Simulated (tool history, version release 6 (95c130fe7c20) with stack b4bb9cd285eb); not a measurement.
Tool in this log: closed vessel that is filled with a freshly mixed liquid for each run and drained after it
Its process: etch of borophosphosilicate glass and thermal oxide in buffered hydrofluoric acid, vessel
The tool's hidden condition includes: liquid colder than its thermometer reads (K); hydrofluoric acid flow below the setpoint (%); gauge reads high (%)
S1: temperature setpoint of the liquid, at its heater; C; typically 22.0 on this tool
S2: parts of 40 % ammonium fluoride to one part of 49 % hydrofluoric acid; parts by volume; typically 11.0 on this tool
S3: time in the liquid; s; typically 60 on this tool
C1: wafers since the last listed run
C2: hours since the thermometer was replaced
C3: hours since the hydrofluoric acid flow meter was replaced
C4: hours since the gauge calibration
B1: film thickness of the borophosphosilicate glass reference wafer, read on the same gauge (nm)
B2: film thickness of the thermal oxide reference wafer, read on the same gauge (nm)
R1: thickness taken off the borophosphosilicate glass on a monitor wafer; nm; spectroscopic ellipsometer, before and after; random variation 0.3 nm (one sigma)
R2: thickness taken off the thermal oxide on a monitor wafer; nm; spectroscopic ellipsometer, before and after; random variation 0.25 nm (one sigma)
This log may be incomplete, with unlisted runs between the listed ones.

{"run": 1, "hour": 0.0, "S1": 20.0, "S2": 11.0, "S3": 60, "C1": 0, "C2": 1114.1, "C3": 916.6, "C4": 555.2, "B1": 130.0, "B2": 119.97, "R1": 48.64, "R2": 50.43}
{"hour": 6.1, "done": "hydrofluoric acid flow meter replaced"}
{"hour": 53.4, "done": "thermometer replaced"}
{"run": 2, "hour": 64.2, "S1": 20.0, "S2": 11.0, "S3": 60, "C1": 3855, "C2": 10.8, "C3": 58.1, "C4": 619.4, "B1": 130.01, "B2": 120.01, "R1": 46.69, "R2": 48.19}
{"run": 3, "hour": 90.0, "S1": 22.0, "S2": 9.0, "S3": 60, "C1": 1599, "C2": 36.6, "C3": 83.9, "C4": 645.2, "B1": 129.98, "B2": 119.97, "R1": 63.55, "R2": 65.07}
{"run": 4, "hour": 127.9, "S1": 24.5, "S2": 11.0, "S3": 60, "C1": 2349, "C2": 74.5, "C3": 121.8, "C4": 683.1, "B1": 130.02, "B2": 120.02, "R1": 59.61, "R2": 60.69}
{"run": 5, "hour": 157.0, "S1": 22.0, "S2": 11.0, "S3": 60, "C1": 1803, "C2": 103.6, "C3": 150.9, "C4": 712.2, "B1": 130.01, "B2": 120.01, "R1": 51.02, "R2": 53.18}
{"run": 6, "hour": 213.2, "S1": 22.0, "S2": 11.0, "S3": 60, "C1": 3483, "C2": 159.8, "C3": 207.1, "C4": 768.4, "B1": 130.02, "B2": 120.02, "R1": 51.32, "R2": 53.47}
{"run": 7, "hour": 275.9, "S1": 18.0, "S2": 15.0, "S3": 60, "C1": 3886, "C2": 222.5, "C3": 269.8, "C4": 831.1, "B1": 130.0, "B2": 120.0, "R1": 29.78, "R2": 31.09}
{"run": 8, "hour": 316.2, "S1": 22.0, "S2": 9.5, "S3": 45, "C1": 2498, "C2": 262.8, "C3": 310.1, "C4": 871.4, "B1": 129.96, "B2": 120.01, "R1": 43.93, "R2": 45.57}
{"run": 9, "hour": 385.1, "S1": 22.0, "S2": 11.0, "S3": 60, "C1": 4271, "C2": 331.7, "C3": 379.0, "C4": 940.3, "B1": 130.03, "B2": 119.98, "R1": 50.81, "R2": 52.31}
{"run": 10, "hour": 412.1, "S1": 22.0, "S2": 9.5, "S3": 60, "C1": 1673, "C2": 358.7, "C3": 406.0, "C4": 967.3, "B1": 130.03, "B2": 119.99, "R1": 58.35, "R2": 60.22}
{"hour": 442.9, "done": "hydrofluoric acid flow meter replaced, repeated, since the last time left the tool worse"}
{"run": 11, "hour": 473.9, "S1": 17.5, "S2": 7.5, "S3": 45, "C1": 3768, "C2": 420.5, "C3": 31.0, "C4": 1029.1, "B1": 130.02, "B2": 120.03, "R1": 48.38, "R2": 50.13}
{"run": 12, "hour": 544.0, "S1": 19.0, "S2": 11.0, "S3": 60, "C1": 4345, "C2": 490.6, "C3": 101.1, "C4": 1099.2, "B1": 129.99, "B2": 119.99, "R1": 49.05, "R2": 50.25}
{"run": 13, "hour": 604.8, "S1": 20.0, "S2": 7.0, "S3": 95, "C1": 3768, "C2": 551.4, "C3": 161.9, "C4": 1160.0, "B1": 129.98, "B2": 120.02, "R1": 126.67, "R2": 127.74}
{"run": 14, "hour": 658.9, "S1": 25.5, "S2": 14.0, "S3": 30, "C1": 3353, "C2": 605.5, "C3": 216.0, "C4": 1214.1, "B1": 130.0, "B2": 119.98, "R1": 27.53, "R2": 28.2}
{"run": 15, "hour": 705.5, "S1": 22.0, "S2": 11.0, "S3": 70, "C1": 2888, "C2": 652.1, "C3": 262.6, "C4": 1260.7, "B1": 130.03, "B2": 119.99, "R1": 66.66, "R2": 68.74}
{"run": 16, "hour": 736.6, "S1": 26.5, "S2": 9.5, "S3": 90, "C1": 1927, "C2": 683.2, "C3": 293.7, "C4": 1291.8, "B1": 130.0, "B2": 120.01, "R1": 123.51, "R2": 127.95}
{"hour": 788.4, "done": "gauge calibrated"}
{"run": 17, "hour": 805.2, "S1": 24.5, "S2": 11.0, "S3": 60, "C1": 4252, "C2": 751.8, "C3": 362.3, "C4": 16.8, "B1": 130.01, "B2": 120.01, "R1": 64.49, "R2": 67.37}
{"run": 18, "hour": 846.5, "S1": 22.0, "S2": 9.0, "S3": 75, "C1": 2560, "C2": 793.1, "C3": 403.6, "C4": 58.1, "B1": 129.99, "B2": 120.0, "R1": 83.95, "R2": 86.38}
{"run": 19, "hour": 886.8, "S1": 26.0, "S2": 11.0, "S3": 45, "C1": 2498, "C2": 833.4, "C3": 443.9, "C4": 98.4, "B1": 129.96, "B2": 120.0, "R1": 52.48, "R2": 54.35}
{"run": 20, "hour": 942.1, "S1": 22.0, "S2": 9.5, "S3": 35, "C1": 3428, "C2": 888.7, "C3": 499.2, "C4": 153.7, "B1": 129.97, "B2": 120.01, "R1": 37.69, "R2": 38.91}
{"run": 21, "hour": 1000.4, "S1": 19.0, "S2": 14.0, "S3": 40, "C1": 3614, "C2": 947.0, "C3": 557.5, "C4": 212.0, "B1": 130.0, "B2": 120.02, "R1": 24.94, "R2": 25.67}
{"run": 22, "hour": 1057.8, "S1": 18.5, "S2": 12.0, "S3": 60, "C1": 3558, "C2": 1004.4, "C3": 614.9, "C4": 269.4, "B1": 130.01, "B2": 120.0, "R1": 42.4, "R2": 43.49}
{"run": 23, "hour": 1117.0, "S1": 20.5, "S2": 15.0, "S3": 40, "C1": 3669, "C2": 1063.6, "C3": 674.1, "C4": 328.6, "B1": 130.01, "B2": 119.99, "R1": 25.02, "R2": 25.93}
{"run": 24, "hour": 1166.5, "S1": 22.0, "S2": 9.0, "S3": 85, "C1": 3068, "C2": 1113.1, "C3": 723.6, "C4": 378.1, "B1": 130.01, "B2": 120.02, "R1": 93.32, "R2": 96.88}
{"run": 25, "hour": 1202.2, "S1": 22.0, "S2": 11.0, "S3": 60, "C1": 2213, "C2": 1148.8, "C3": 759.3, "C4": 413.8, "B1": 130.02, "B2": 119.98, "R1": 55.28, "R2": 56.83}

4 ways to go on from here, each from the tool as it stands after run 25. What would each give?
{"run": "A", "hour": 1202.9, "S1": 22.0, "S2": 11.0, "S3": 60, "C1": 43, "C2": 1149.5, "C3": 760.0, "C4": 414.5, "B1": "?", "B2": "?", "R1": "?", "R2": "?"}
{"run": "B", "hour": 1202.9, "S1": 20.5, "S2": 11.0, "S3": 80, "C1": 43, "C2": 1149.5, "C3": 760.0, "C4": 414.5, "B1": "?", "B2": "?", "R1": "?", "R2": "?"}
{"run": "C", "hour": 1202.9, "S1": 26.0, "S2": 11.0, "S3": 60, "C1": 43, "C2": 1149.5, "C3": 760.0, "C4": 414.5, "B1": "?", "B2": "?", "R1": "?", "R2": "?"}
{"run": "D", "hour": 1202.9, "S1": 22.0, "S2": 11.0, "S3": 50, "C1": 43, "C2": 1149.5, "C3": 760.0, "C4": 414.5, "B1": "?", "B2": "?", "R1": "?", "R2": "?"}

run=A B1=130.01 B2=120.01 R1=55.49 R2=57.22
run=B B1=130.01 B2=120.01 R1=68.14 R2=70.20
run=C B1=130.01 B2=120.01 R1=68.86 R2=71.18
run=D B1=130.01 B2=120.01 R1=46.24 R2=47.68
Had the tool no hidden state, the same runs would have come out as:
run=A R1=58.53 R2=60.33
run=B R1=71.88 R2=74.01
run=C R1=72.63 R2=75.04
run=D R1=48.78 R2=50.28
